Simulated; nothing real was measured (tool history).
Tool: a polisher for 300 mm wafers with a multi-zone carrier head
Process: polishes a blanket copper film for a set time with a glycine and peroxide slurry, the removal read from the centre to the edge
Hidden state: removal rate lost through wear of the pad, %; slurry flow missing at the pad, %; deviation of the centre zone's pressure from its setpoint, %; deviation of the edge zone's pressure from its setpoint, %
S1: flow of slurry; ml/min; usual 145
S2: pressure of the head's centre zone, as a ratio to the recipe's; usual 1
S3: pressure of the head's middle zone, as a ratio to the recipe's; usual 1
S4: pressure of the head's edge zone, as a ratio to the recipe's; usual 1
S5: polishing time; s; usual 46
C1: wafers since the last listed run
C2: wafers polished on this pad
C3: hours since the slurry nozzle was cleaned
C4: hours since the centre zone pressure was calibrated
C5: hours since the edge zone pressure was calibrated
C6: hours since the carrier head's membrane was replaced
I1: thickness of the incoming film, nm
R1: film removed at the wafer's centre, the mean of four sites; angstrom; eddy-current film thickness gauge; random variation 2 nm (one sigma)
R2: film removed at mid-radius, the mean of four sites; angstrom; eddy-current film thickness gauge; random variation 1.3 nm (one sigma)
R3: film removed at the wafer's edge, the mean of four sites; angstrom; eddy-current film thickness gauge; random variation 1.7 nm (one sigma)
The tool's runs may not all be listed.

run 1 hour=0 | S1=145 S2=1 S3=1 S4=1 S5=46 | C1=0 C2=595 C3=547.4 C4=170.5 C5=211.2 C6=1822.3 | I1=1239.2 | R1=1550 R2=1568 R3=1597
-- hour=20.2 worn pad replaced by a new one
run 2 hour=27.7 | S1=145 S2=1 S3=1 S4=1 S5=46 | C1=148 C2=46 C3=575.1 C4=198.2 C5=238.9 C6=1850 | I1=1226.2 | R1=1586 R2=1585 R3=1583
run 3 hour=61 | S1=145 S2=1 S3=1 S4=1 S5=46 | C1=208 C2=255 C3=608.4 C4=231.5 C5=272.2 C6=1883.3 | I1=1242 | R1=1546 R2=1572 R3=1620
run 4 hour=90.8 | S1=145 S2=1 S3=1 S4=1 S5=46 | C1=186 C2=442 C3=638.2 C4=261.3 C5=302 C6=1913.1 | I1=1222.4 | R1=1512 R2=1601 R3=1594
-- hour=117.2 carrier head's membrane replaced by a new one, of another model than before
run 5 hour=117.7 | S1=145 S2=1 S3=1.07 S4=1 S5=46 | C1=137 C2=580 C3=665.1 C4=288.2 C5=328.9 C6=0.5 | I1=1230 | R1=1571 R2=1613 R3=1611
-- hour=130.1 edge zone pressure recalibrated
run 6 hour=139.5 | S1=145 S2=1 S3=1 S4=1 S5=46 | C1=124 C2=704 C3=686.9 C4=310 C5=9.4 C6=22.3 | I1=1227.1 | R1=1546 R2=1586 R3=1625
-- hour=143.8 worn pad replaced by a new one
-- hour=146.8 slurry nozzle cleaned
-- hour=171.9 centre zone pressure recalibrated
run 7 hour=212.7 | S1=145 S2=1 S3=1 S4=1 S5=46 | C1=415 C2=413 C3=65.9 C4=40.8 C5=82.6 C6=95.5 | I1=1213.8 | R1=1584 R2=1577 R3=1610
run 8 hour=235.8 | S1=145 S2=1 S3=1 S4=0.95 S5=46 | C1=144 C2=558 C3=89 C4=63.9 C5=105.7 C6=118.6 | I1=1236.6 | R1=1597 R2=1583 R3=1583

Forecast run 9:
run 9 hour=255.3 | S1=145 S2=1 S3=1 S4=1 S5=58 | C1=122 C2=680 C3=108.5 C4=83.4 C5=125.2 C6=138.1 | I1=1228.3 | R1=? R2=? R3=?

{"run 9": {"R1": 2030, "R2": 1986, "R3": 2043}}
Without the tool's hidden state the same run would have given R1 2030 angstrom, R2 1986 angstrom, R3 2043 angstrom.
